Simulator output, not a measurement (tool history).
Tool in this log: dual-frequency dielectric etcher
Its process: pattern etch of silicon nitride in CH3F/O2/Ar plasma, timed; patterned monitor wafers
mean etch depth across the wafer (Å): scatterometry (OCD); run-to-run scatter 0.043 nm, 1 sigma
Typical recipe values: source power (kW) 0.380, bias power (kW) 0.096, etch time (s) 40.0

| run | hour | source power (kW) | bias power (kW) | etch time (s) | read-back reference wafer on the same gauge, depth_nm | mean etch depth across the wafer (Å) |
|---|---|---|---|---|---|---|
| 1 | 0.0 | 0.380 | 0.096 | 40.0 | 24.80 | 282.3 |
| 2 | 6.9 | 0.320 | 0.077 | 40.0 | 24.80 | 237.5 |
| 3 | 22.3 | 0.320 | 0.077 | 40.0 | 24.79 | 237.6 |
| 4 | 35.3 | 0.320 | 0.077 | 40.0 | 24.80 | 236.9 |
| 5 | 44.3 | 0.380 | 0.096 | 40.0 | 24.81 | 281.5 |
|  | 51.3 | bias power generator calibrated |
| 6 | 51.8 | 0.380 | 0.096 | 40.0 | 24.80 | 282.0 |
| 7 | 58.7 | 0.380 | 0.096 | 40.0 | 24.80 | 281.2 |
| 8 | 82.3 | 0.380 | 0.096 | 40.0 | 24.80 | 281.9 |
| 9 | 91.7 | 0.380 | 0.096 | 40.0 | 24.80 | 281.8 |
| 10 | 104.4 | 0.460 | 0.082 | 47.0 | 24.80 | 323.1 |
|  | 131.0 | upper electrode replaced |
| 11 | 131.5 | 0.380 | 0.080 | 52.0 | 24.81 | 331.0 |
|  | 180.9 | wet clean of the chamber |
| 12 | 181.4 | 0.380 | 0.096 | 40.0 | 24.81 | 285.7 |
| 13 | 182.2 | 0.380 | 0.096 | 40.0 | 24.79 | 285.4 |
| 14 | 188.2 | 0.380 | 0.096 | 31.0 | 24.80 | 221.1 |
| 15 | 202.4 | 0.410 | 0.079 | 46.0 | 24.80 | 302.5 |
| 16 | 214.7 | 0.300 | 0.096 | 40.0 | 24.80 | 265.4 |
| 17 | 229.8 | 0.350 | 0.078 | 40.0 | 24.79 | 248.4 |
| 18 | 238.8 | 0.280 | 0.112 | 36.5 | 24.78 | 258.0 |
| 19 | 252.4 | 0.380 | 0.096 | 40.0 | 24.79 | 285.4 |
|  | 278.1 | source power generator calibrated |
| 20 | 287.5 | 0.340 | 0.096 | 35.5 | 24.80 | 243.9 |
| 21 | 298.0 | 0.290 | 0.075 | 36.0 | 24.81 | 206.0 |
| 22 | 313.5 | 0.340 | 0.083 | 31.5 | 24.80 | 199.0 |
| 23 | 322.3 | 0.320 | 0.111 | 45.0 | 24.80 | 327.3 |
| 24 | 329.7 | 0.350 | 0.115 | 31.5 | 24.81 | 239.0 |
|  | 341.5 | gauge calibrated |
| 25 | 342.8 | 0.380 | 0.077 | 43.5 | 24.80 | 273.3 |
| 26 | 357.2 | 0.310 | 0.096 | 40.0 | 24.80 | 266.3 |
| 27 | 409.5 | 0.410 | 0.111 | 35.5 | 24.80 | 277.7 |
| 28 | 426.9 | 0.380 | 0.096 | 31.0 | 24.80 | 219.1 |
| 29 | 444.4 | 0.460 | 0.108 | 32.0 | 24.80 | 255.3 |
| 30 | 455.0 | 0.380 | 0.096 | 40.0 | 24.80 | 281.9 |
| 31 | 470.1 | 0.310 | 0.073 | 40.0 | 24.80 | 228.5 |

Each row is a separate what-if for the run after 31, all from the same tool condition, not one after another. Results?
| A | 470.5 | 0.420 | 0.096 | 40.0 | ? | ? |
| B | 470.5 | 0.460 | 0.081 | 33.0 | ? | ? |
| C | 470.5 | 0.430 | 0.096 | 48.5 | ? | ? |

| run | read-back reference wafer on the same gauge, depth_nm | mean etch depth across the wafer (Å) |
|---|---|---|
| A | 24.80 | 291.0 |
| B | 24.80 | 225.4 |
| C | 24.80 | 355.5 |
Had the tool no hidden state, the same runs would have come out as:
| run | mean etch depth across the wafer (Å) |
|---|---|
| A | 294.7 |
| B | 228.3 |
| C | 360.0 |
